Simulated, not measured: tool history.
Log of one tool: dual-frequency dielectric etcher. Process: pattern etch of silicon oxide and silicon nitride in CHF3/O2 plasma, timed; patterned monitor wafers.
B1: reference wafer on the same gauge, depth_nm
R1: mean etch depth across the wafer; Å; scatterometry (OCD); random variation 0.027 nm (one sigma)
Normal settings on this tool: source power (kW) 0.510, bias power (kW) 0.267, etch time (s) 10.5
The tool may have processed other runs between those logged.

run 1 hour=0.0 | source_power_(kW)=0.510 bias_power_(kW)=0.267 etch_time_(s)=10.5 | B1=20.11 | R1=180.1
run 2 hour=16.3 | source_power_(kW)=0.510 bias_power_(kW)=0.267 etch_time_(s)=10.5 | B1=20.10 | R1=180.5
run 3 hour=30.3 | source_power_(kW)=0.510 bias_power_(kW)=0.267 etch_time_(s)=10.5 | B1=20.11 | R1=179.9
run 4 hour=53.1 | source_power_(kW)=0.440 bias_power_(kW)=0.267 etch_time_(s)=11.5 | B1=20.11 | R1=186.7
-- hour=86.3 upper electrode replaced
run 5 hour=86.8 | source_power_(kW)=0.440 bias_power_(kW)=0.267 etch_time_(s)=11.5 | B1=20.10 | R1=187.1
-- hour=119.4 wet clean of the chamber
run 6 hour=119.9 | source_power_(kW)=0.440 bias_power_(kW)=0.267 etch_time_(s)=11.5 | B1=20.10 | R1=183.6
run 7 hour=120.3 | source_power_(kW)=0.510 bias_power_(kW)=0.267 etch_time_(s)=10.5 | B1=20.10 | R1=177.5
-- hour=126.9 bias power generator calibrated
run 8 hour=133.3 | source_power_(kW)=0.400 bias_power_(kW)=0.332 etch_time_(s)=9.5 | B1=20.10 | R1=156.1
-- hour=147.3 gauge calibrated
run 9 hour=165.5 | source_power_(kW)=0.390 bias_power_(kW)=0.292 etch_time_(s)=13.0 | B1=20.10 | R1=203.6
run 10 hour=181.6 | source_power_(kW)=0.510 bias_power_(kW)=0.235 etch_time_(s)=10.5 | B1=20.11 | R1=171.4
run 11 hour=202.9 | source_power_(kW)=0.510 bias_power_(kW)=0.318 etch_time_(s)=10.5 | B1=20.10 | R1=187.6
run 12 hour=216.4 | source_power_(kW)=0.510 bias_power_(kW)=0.235 etch_time_(s)=10.5 | B1=20.10 | R1=171.7
-- hour=220.9 source power generator calibrated
run 13 hour=251.9 | source_power_(kW)=0.630 bias_power_(kW)=0.285 etch_time_(s)=10.5 | B1=20.09 | R1=197.4
run 14 hour=287.3 | source_power_(kW)=0.390 bias_power_(kW)=0.267 etch_time_(s)=10.5 | B1=20.10 | R1=161.3

Forecast each of these 5 alternatives for the next run:
run A hour=287.7 | source_power_(kW)=0.510 bias_power_(kW)=0.267 etch_time_(s)=9.5 | B1=? | R1=?
run B hour=287.7 | source_power_(kW)=0.450 bias_power_(kW)=0.331 etch_time_(s)=13.5 | B1=? | R1=?
run C hour=287.7 | source_power_(kW)=0.510 bias_power_(kW)=0.305 etch_time_(s)=10.5 | B1=? | R1=?
run D hour=287.7 | source_power_(kW)=0.610 bias_power_(kW)=0.237 etch_time_(s)=8.5 | B1=? | R1=?
run E hour=287.7 | source_power_(kW)=0.620 bias_power_(kW)=0.267 etch_time_(s)=8.5 | B1=? | R1=?

run=A B1=20.09 R1=162.4
run=B B1=20.09 R1=234.8
run=C B1=20.09 R1=186.8
run=D B1=20.09 R1=150.5
run=E B1=20.09 R1=156.8
Without the tool's unlogged condition, the same runs would have read:
run=A R1=160.4
run=B R1=231.9
run=C R1=184.6
run=D R1=148.7
run=E R1=154.9
